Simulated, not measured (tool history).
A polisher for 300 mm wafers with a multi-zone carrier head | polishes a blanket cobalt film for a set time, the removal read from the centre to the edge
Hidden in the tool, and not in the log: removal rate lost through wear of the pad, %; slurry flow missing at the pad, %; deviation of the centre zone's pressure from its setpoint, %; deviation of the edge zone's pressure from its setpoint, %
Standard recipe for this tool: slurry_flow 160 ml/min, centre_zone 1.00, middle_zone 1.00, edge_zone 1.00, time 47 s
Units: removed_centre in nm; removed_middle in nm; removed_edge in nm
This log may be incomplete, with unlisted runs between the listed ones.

run,day,slurry_flow,centre_zone,middle_zone,edge_zone,time,wafers since the last listed run,wafers polished on this pad,hours since the slurry nozzle was cleaned,hours since the centre zone pressure was calibrated,hours since the edge zone pressure was calibrated,hours since the carrier head's membrane was replaced,"incoming thickness of the incoming film, nm",removed_centre,removed_middle,removed_edge
1,0.000,160,1.00,1.00,1.00,47,0,496,59.0,546.1,180.4,1701.8,681.0,211.3,213.9,215.3
2,2.142,160,1.00,1.00,1.00,47,643,1140,110.4,597.5,231.8,1753.2,690.2,210.5,209.8,215.5
3,3.338,160,1.00,1.00,1.00,47,359,1499,139.1,626.2,260.5,1781.9,671.3,205.8,209.7,213.0
# day 7.154: edge zone pressure recalibrated
# day 7.167: slurry nozzle cleaned
# day 8.612: worn pad replaced by a new one
4,9.667,160,1.00,1.00,0.96,47,1823,317,60.0,778.1,60.3,1933.8,685.2,213.9,218.3,210.1
5,12.067,160,1.00,1.00,0.96,47,721,1038,117.6,835.7,117.9,1991.4,682.8,210.6,212.6,210.8
6,14.092,160,1.00,1.00,1.00,47,608,1647,166.2,884.3,166.5,2040.0,686.0,206.2,208.1,208.7
# day 18.842: slurry nozzle cleaned
# day 19.325: worn pad replaced by a new one
# day 19.825: carrier head's membrane replaced by a new one, of another model than before
7,20.350,160,1.00,1.00,1.00,47,1755,245,36.2,1034.5,316.7,12.6,676.2,212.5,218.5,219.3
8,22.192,160,1.00,1.00,1.00,47,553,799,80.4,1078.7,360.9,56.8,688.5,209.3,216.2,212.8
# day 24.329: edge zone pressure recalibrated
9,24.867,160,1.00,1.00,1.00,47,779,1578,144.6,1142.9,12.9,121.0,691.8,206.2,209.1,211.4
10,27.754,160,1.00,1.00,1.00,47,867,2446,213.9,1212.2,82.2,190.3,686.2,201.7,204.4,206.3
# day 28.379: slurry nozzle cleaned
11,30.096,130,1.00,1.00,1.00,47,691,3137,41.2,1268.4,138.4,246.5,685.7,202.9,209.1,210.5
# day 30.717: worn pad replaced by a new one
12,31.767,125,1.00,1.00,1.09,47,452,315,81.3,1308.5,178.5,286.6,682.4,196.5,201.5,214.4
13,34.588,160,0.93,1.00,1.00,47,847,1163,149.0,1376.2,246.2,354.3,679.3,197.2,212.3,212.8
# day 35.912: centre zone pressure recalibrated
14,36.788,160,1.00,1.00,1.00,47,636,1799,201.8,21.0,299.0,407.1,692.9,202.1,205.8,210.8
# day 37.458: edge zone pressure recalibrated
# day 38.250: slurry nozzle cleaned
15,39.725,125,1.00,1.05,1.06,47,845,2644,35.4,91.5,54.4,477.6,686.1,197.7,208.0,209.6
# day 41.321: worn pad replaced by a new one
16,42.371,160,0.91,1.00,1.00,47,745,316,98.9,155.0,117.9,541.1,680.9,195.9,213.0,210.5
17,44.775,160,1.00,1.00,1.00,55,722,1038,156.6,212.7,175.6,598.8,674.7,239.8,243.4,246.4
18,47.146,160,1.00,1.00,1.00,47,712,1751,213.5,269.6,232.5,655.7,676.9,200.5,202.9,208.9
# day 48.562: slurry nozzle cleaned
19,49.229,160,1.00,1.00,1.00,47,613,2365,16.0,319.6,282.5,705.7,693.8,215.5,217.0,213.8
20,51.246,160,1.10,1.10,0.95,31,606,2971,64.4,368.0,330.9,754.1,679.9,150.0,149.5,137.8
# day 51.758: worn pad replaced by a new one
21,52.342,160,0.89,1.00,1.00,54,279,174,90.7,394.3,357.2,780.4,678.4,221.5,247.6,247.2
# day 54.133: edge zone pressure recalibrated
22,54.871,160,1.00,1.00,1.00,57,735,910,151.4,455.0,17.7,841.1,685.1,251.7,255.1,258.0

Alternative continuations, all from the tool just after run 22; predict every row:
A,54.888,160,1.00,1.00,1.00,47,5,915,151.8,455.4,18.1,841.5,674.5,?,?,?
B,54.888,205,1.06,1.08,1.00,55,5,915,151.8,455.4,18.1,841.5,674.5,?,?,?
C,54.888,195,1.11,1.00,1.00,47,5,915,151.8,455.4,18.1,841.5,674.5,?,?,?
D,54.888,105,1.00,1.03,1.00,47,5,915,151.8,455.4,18.1,841.5,674.5,?,?,?

run,removed_centre,removed_middle,removed_edge
A,207.6,209.0,213.2
B,269.1,266.2,258.6
C,235.7,217.8,219.7
D,179.0,186.0,195.3
Had the tool no hidden state, the same runs would have come out as:
run,removed_centre,removed_middle,removed_edge
A,216.8,217.1,219.1
B,278.1,274.3,264.4
C,244.1,224.7,224.8
D,191.9,197.6,203.3

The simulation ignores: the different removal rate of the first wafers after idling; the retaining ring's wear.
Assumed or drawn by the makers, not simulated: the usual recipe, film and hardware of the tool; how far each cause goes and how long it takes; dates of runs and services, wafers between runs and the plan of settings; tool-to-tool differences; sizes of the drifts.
